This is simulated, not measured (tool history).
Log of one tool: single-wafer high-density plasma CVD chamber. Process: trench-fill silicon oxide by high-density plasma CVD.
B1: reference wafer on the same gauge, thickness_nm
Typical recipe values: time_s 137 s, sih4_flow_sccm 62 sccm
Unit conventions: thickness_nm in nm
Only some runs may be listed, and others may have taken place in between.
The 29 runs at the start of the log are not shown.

Run 30, hour 2655.4: usual settings but sih4_flow_sccm 51 sccm; B1 677.183. Result: thickness_nm 671.899 nm.
Run 31, hour 2703.4: usual settings but time_s 156 s, sih4_flow_sccm 73 sccm; B1 675.863. Result: thickness_nm 1102.609 nm.
Run 32, hour 2805.4: usual settings but time_s 158 s, sih4_flow_sccm 52 sccm; B1 675.516. Result: thickness_nm 798.144 nm.
Run 33, hour 2881.6: usual settings but time_s 145 s; B1 675.953. Result: thickness_nm 859.575 nm.
Run 34, hour 2936.4: usual settings but time_s 123 s, sih4_flow_sccm 68 sccm; B1 675.412. Result: thickness_nm 809.093 nm.
Run 35, hour 2980.7: usual settings; B1 676.313. Result: thickness_nm 811.575 nm.
Run 36, hour 3052.4: usual settings; B1 675.893. Result: thickness_nm 812.895 nm.
Run 37, hour 3123.3: usual settings; B1 676.967. Result: thickness_nm 814.527 nm.
Run 38, hour 3178.6: usual settings but time_s 127 s, sih4_flow_sccm 56 sccm; B1 676.934. Result: thickness_nm 676.535 nm.

Forecast each of these 5 alternatives for the next run:
Run A, hour 3179: usual settings but time_s 164 s; B1 ?. Result: thickness_nm ?.
Run B, hour 3179: usual settings but sih4_flow_sccm 69 sccm; B1 ?. Result: thickness_nm ?.
Run C, hour 3179: usual settings but time_s 154 s, sih4_flow_sccm 70 sccm; B1 ?. Result: thickness_nm ?.
Run D, hour 3179: usual settings but time_s 123 s, sih4_flow_sccm 57 sccm; B1 ?. Result: thickness_nm ?.
Run E, hour 3179: usual settings but time_s 113 s, sih4_flow_sccm 52 sccm; B1 ?. Result: thickness_nm ?.

run       B1  thickness_nm
  A  676.525       971.297
  B  676.525       902.997
  C  676.525      1029.759
  D  676.525       669.725
  E  676.525       561.304
With the hidden condition removed and each run's random variation left untouched, the same runs would have given:
run  thickness_nm
  A      1002.484
  B        931.99
  C      1062.822
  D       691.229
  E       579.327
